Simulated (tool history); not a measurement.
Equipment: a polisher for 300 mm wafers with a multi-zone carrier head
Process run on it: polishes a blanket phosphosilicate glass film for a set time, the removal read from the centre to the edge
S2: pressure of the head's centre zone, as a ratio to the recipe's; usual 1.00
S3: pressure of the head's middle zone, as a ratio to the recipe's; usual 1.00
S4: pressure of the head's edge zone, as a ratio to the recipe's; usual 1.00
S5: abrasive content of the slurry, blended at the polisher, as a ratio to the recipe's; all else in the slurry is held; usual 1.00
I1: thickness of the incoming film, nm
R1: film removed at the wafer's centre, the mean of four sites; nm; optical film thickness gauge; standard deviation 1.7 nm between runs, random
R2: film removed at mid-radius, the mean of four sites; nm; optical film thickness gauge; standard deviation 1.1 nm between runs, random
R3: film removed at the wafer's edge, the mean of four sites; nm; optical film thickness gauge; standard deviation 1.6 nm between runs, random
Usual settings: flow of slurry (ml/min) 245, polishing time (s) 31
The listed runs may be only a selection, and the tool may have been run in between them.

Run 1, hour 0.0: usual settings; I1 2080.7. Result: R1 122.1 nm, R2 124.7 nm, R3 123.4 nm.
Run 2, hour 44.3: usual settings but flow of slurry (ml/min) 170, S3 0.96, S4 1.08, polishing time (s) 27; I1 2067.3. Result: R1 100.5 nm, R2 97.1 nm, R3 102.7 nm.
Run 3, hour 69.0: usual settings but S4 1.11; I1 2088.8. Result: R1 119.9 nm, R2 122.1 nm, R3 123.4 nm.
Run 4, hour 111.7: usual settings but S2 1.05, S3 0.93, S5 0.70; I1 2078.3. Result: R1 107.4 nm, R2 99.2 nm, R3 102.2 nm.
Run 5, hour 147.1: usual settings; I1 2055.1. Result: R1 122.9 nm, R2 122.6 nm, R3 120.5 nm.
At hour 157.1: edge zone pressure recalibrated.
At hour 176.4: worn pad replaced by a new one.
At hour 177.6: carrier head's membrane replaced by a new one, of another model than before.
Run 6, hour 208.8: usual settings but S4 0.96, polishing time (s) 24; I1 2046.7. Result: R1 104.7 nm, R2 105.6 nm, R3 99.8 nm.
At hour 229.9: slurry nozzle cleaned.
Run 7, hour 260.5: usual settings but flow of slurry (ml/min) 190, S2 0.89, S4 0.91, polishing time (s) 36; I1 2087.3. Result: R1 141.1 nm, R2 146.0 nm, R3 136.9 nm.
At hour 351.1: centre zone pressure recalibrated.
Run 8, hour 452.4: usual settings but S4 1.10, S5 0.85; I1 2057.3. Result: R1 113.8 nm, R2 116.2 nm, R3 115.9 nm.
Run 9, hour 510.5: usual settings but flow of slurry (ml/min) 170, S3 1.07; I1 2101.9. Result: R1 114.2 nm, R2 121.7 nm, R3 117.1 nm.
Run 10, hour 545.0: usual settings; I1 2060.2. Result: R1 122.4 nm, R2 124.6 nm, R3 118.1 nm.
Run 11, hour 592.3: usual settings but flow of slurry (ml/min) 215, S3 1.10, S4 0.89, S5 1.15; I1 2082.9. Result: R1 124.0 nm, R2 135.2 nm, R3 122.7 nm.
At hour 597.2: worn pad replaced by a new one.
Run 12, hour 617.9: usual settings but S3 1.08, S4 1.04; I1 2065.3. Result: R1 132.9 nm, R2 141.2 nm, R3 135.6 nm.
At hour 630.3: edge zone pressure recalibrated.
Run 13, hour 711.8: usual settings; I1 2031.7. Result: R1 124.2 nm, R2 126.4 nm, R3 123.1 nm.
Run 14, hour 750.9: usual settings but flow of slurry (ml/min) 165, S2 1.06, S3 0.92, S4 0.91; I1 2059.2. Result: R1 119.9 nm, R2 112.4 nm, R3 113.0 nm.
At hour 765.3: slurry nozzle cleaned.
Run 15, hour 775.1: usual settings but flow of slurry (ml/min) 285, S3 0.90, S5 0.80, polishing time (s) 22; I1 2072.1. Result: R1 82.5 nm, R2 77.3 nm, R3 80.8 nm.
Run 16, hour 829.6: usual settings; I1 2087.8. Result: R1 124.6 nm, R2 124.9 nm, R3 120.5 nm.
Run 17, hour 901.4: usual settings but S2 0.94, S3 0.95, polishing time (s) 24; I1 2046.7. Result: R1 92.8 nm, R2 92.3 nm, R3 95.1 nm.
At hour 1054.7: worn pad replaced by a new one.
Run 18, hour 1059.3: usual settings; I1 2044.1. Result: R1 130.8 nm, R2 134.9 nm, R3 133.4 nm.
Run 19, hour 1084.4: usual settings; I1 2077.4. Result: R1 134.0 nm, R2 132.5 nm, R3 130.5 nm.
At hour 1116.7: edge zone pressure recalibrated.
Run 20, hour 1131.0: usual settings but S4 0.90; I1 2081.5. Result: R1 126.9 nm, R2 130.2 nm, R3 122.1 nm.

5 options for the next run, each taken on its own from the tool as it stands now. Forecast them:
Run A, hour 1131.4: usual settings; I1 2095.1. Result: R1 ?, R2 ?, R3 ?.
Run B, hour 1131.4: usual settings but S2 1.04, S4 1.04, polishing time (s) 21; I1 2095.1. Result: R1 ?, R2 ?, R3 ?.
Run C, hour 1131.4: usual settings but S3 0.97, polishing time (s) 24; I1 2095.1. Result: R1 ?, R2 ?, R3 ?.
Run D, hour 1131.4: usual settings but S2 0.89; I1 2095.1. Result: R1 ?, R2 ?, R3 ?.
Run E, hour 1131.4: usual settings but polishing time (s) 35; I1 2095.1. Result: R1 ?, R2 ?, R3 ?.

run     R1     R2     R3
  A  127.9  129.8  127.6
  B   88.1   87.9   87.2
  C   99.0   98.7   98.8
  D  121.8  129.8  127.6
  E  144.4  146.6  144.0
With the hidden condition removed and each run's random variation left untouched, the same runs would have given:
run     R1     R2     R3
  A  135.9  138.0  135.6
  B   93.7   93.5   92.7
  C  105.2  104.9  105.0
  D  129.4  138.0  135.6
  E  153.5  155.8  153.1

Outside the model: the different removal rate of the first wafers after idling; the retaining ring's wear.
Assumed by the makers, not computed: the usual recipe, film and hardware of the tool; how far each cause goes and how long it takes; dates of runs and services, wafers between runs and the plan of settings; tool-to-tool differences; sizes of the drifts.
